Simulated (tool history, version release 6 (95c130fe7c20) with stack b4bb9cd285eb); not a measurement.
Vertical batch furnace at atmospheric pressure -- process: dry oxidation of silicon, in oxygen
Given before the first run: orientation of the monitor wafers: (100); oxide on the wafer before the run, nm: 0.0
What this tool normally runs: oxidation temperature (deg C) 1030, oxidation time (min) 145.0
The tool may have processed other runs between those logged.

run   hour  oxidation temperature (deg C)  oxidation time (min)  wafers since the last listed run  hours since the last temperature calibration  hours since the boat lift was adjusted  hours since the gauge calibration  read-back reference wafer on the same gauge, thickness  oxide thickness on the monitor wafer (nm)
  1    0.0                           1030                 145.0                                 0                                        3910.7                                  1931.0                              213.4                                                  143.01                                     124.16
  2   19.4                           1030                 145.0                               252                                        3930.1                                  1950.4                              232.8                                                  142.96                                     123.61
  3   39.9                           1030                 145.0                               266                                        3950.6                                  1970.9                              253.3                                                  142.97                                     123.91
  4   63.1                           1015                  91.0                               301                                        3973.8                                  1994.1                              276.5                                                  143.02                                      78.88
  5   81.8                           1015                  91.0                               243                                        3992.5                                  2012.8                              295.2                                                  143.02                                      78.59
  6   91.8                           1015                  91.0                               130                                        4002.5                                  2022.8                              305.2                                                  142.99                                      78.89
  7  105.4                           1030                 145.0                               176                                        4016.1                                  2036.4                              318.8                                                  143.00                                     124.02
  8  125.9                           1030                 145.0                               266                                        4036.6                                  2056.9                              339.3                                                  143.01                                     123.93
  9  136.6                           1030                 145.0                               139                                        4047.3                                  2067.6                              350.0                                                  143.00                                     123.87
 10  159.4                           1030                 145.0                               296                                        4070.1                                  2090.4                              372.8                                                  142.95                                     123.72
 11  171.2                           1030                 145.0                               153                                        4081.9                                  2102.2                              384.6                                                  143.02                                     123.60
 12  184.5                           1030                 145.0                               172                                        4095.2                                  2115.5                              397.9                                                  143.00                                     123.80
 13  199.6                           1030                 145.0                               196                                        4110.3                                  2130.6                              413.0                                                  143.03                                     123.89
     207.2  -- gauge calibrated
 14  222.6                           1022                  79.5                               299                                        4133.3                                  2153.6                               15.4                                                  143.01                                      76.91
 15  240.0                           1030                 145.0                               226                                        4150.7                                  2171.0                               32.8                                                  143.00                                     123.58
     267.6  -- thermocouples replaced and temperature profile calibrated
     274.7  -- boat lift adjusted
 16  275.2                           1030                 145.0                                52                                           7.6                                     0.5                               68.0                                                  143.02                                     128.90
 17  282.6                           1030                 145.0                                96                                          15.0                                     7.9                               75.4                                                  142.97                                     128.79

What will run 18 give?
 18  299.5                           1049                 181.0                               219                                          31.9                                    24.8                               92.3                                                       ?                                          ?

{"run 18": {"read-back reference wafer on the same gauge, thickness": 142.97, "oxide thickness on the monitor wafer (nm)": 173.12}}
If the tool had no hidden condition, the same run with the same run-to-run variation would have returned oxide thickness on the monitor wafer (nm) 173.31.
